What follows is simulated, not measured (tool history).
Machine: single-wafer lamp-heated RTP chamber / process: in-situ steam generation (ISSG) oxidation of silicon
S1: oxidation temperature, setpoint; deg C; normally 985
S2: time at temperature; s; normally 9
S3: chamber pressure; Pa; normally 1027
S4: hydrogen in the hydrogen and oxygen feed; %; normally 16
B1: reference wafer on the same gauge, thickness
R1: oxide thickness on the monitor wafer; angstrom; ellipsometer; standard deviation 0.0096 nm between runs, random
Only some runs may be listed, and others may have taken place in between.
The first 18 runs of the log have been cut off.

{"run": 19, "hour": 276.4, "S1": 967, "S2": 9, "S3": 947, "S4": 23, "B1": 2.929, "R1": 34.57}
{"run": 20, "hour": 284.2, "S1": 990, "S2": 9, "S3": 1027, "S4": 16, "B1": 2.93, "R1": 33.74}
{"hour": 287.6, "done": "gauge calibrated"}
{"run": 21, "hour": 299.7, "S1": 990, "S2": 9, "S3": 1027, "S4": 16, "B1": 2.931, "R1": 33.72}
{"run": 22, "hour": 312.9, "S1": 985, "S2": 5, "S3": 1160, "S4": 16, "B1": 2.929, "R1": 26.29}
{"hour": 335.6, "done": "pressure gauge zeroed"}
{"run": 23, "hour": 336.1, "S1": 985, "S2": 10, "S3": 960, "S4": 11, "B1": 2.928, "R1": 31.59}
{"run": 24, "hour": 341.9, "S1": 985, "S2": 9, "S3": 933, "S4": 11, "B1": 2.932, "R1": 30.1}
{"run": 25, "hour": 359.8, "S1": 992, "S2": 9, "S3": 1080, "S4": 11, "B1": 2.931, "R1": 31.13}
{"run": 26, "hour": 374.4, "S1": 985, "S2": 8, "S3": 1027, "S4": 16, "B1": 2.93, "R1": 31.8}
{"run": 27, "hour": 383.5, "S1": 966, "S2": 9, "S3": 973, "S4": 16, "B1": 2.929, "R1": 31.72}
{"run": 28, "hour": 420.1, "S1": 985, "S2": 9, "S3": 1027, "S4": 16, "B1": 2.929, "R1": 33.54}
{"run": 29, "hour": 430.5, "S1": 985, "S2": 6, "S3": 1027, "S4": 16, "B1": 2.931, "R1": 28.54}
{"run": 30, "hour": 453.5, "S1": 985, "S2": 7, "S3": 1027, "S4": 16, "B1": 2.929, "R1": 30.48}
{"run": 31, "hour": 462.4, "S1": 985, "S2": 9, "S3": 1027, "S4": 16, "B1": 2.93, "R1": 33.75}

Consider 4 possible next runs. They are alternatives, not a sequence: every one starts from the tool as it was left by run 31. What does each give?
{"run": "A", "hour": 462.8, "S1": 985, "S2": 9, "S3": 1027, "S4": 16, "B1": "?", "R1": "?"}
{"run": "B", "hour": 462.8, "S1": 985, "S2": 9, "S3": 920, "S4": 22, "B1": "?", "R1": "?"}
{"run": "C", "hour": 462.8, "S1": 985, "S2": 8, "S3": 1160, "S4": 16, "B1": "?", "R1": "?"}
{"run": "D", "hour": 462.8, "S1": 999, "S2": 11, "S3": 1093, "S4": 21, "B1": "?", "R1": "?"}

run=A B1=2.932 R1=33.78
run=B B1=2.932 R1=36.5
run=C B1=2.932 R1=32.11
run=D B1=2.932 R1=41.21
What these runs would have given with no unlogged condition in the tool:
run=A R1=32.92
run=B R1=35.57
run=C R1=31.33
run=D R1=39.94
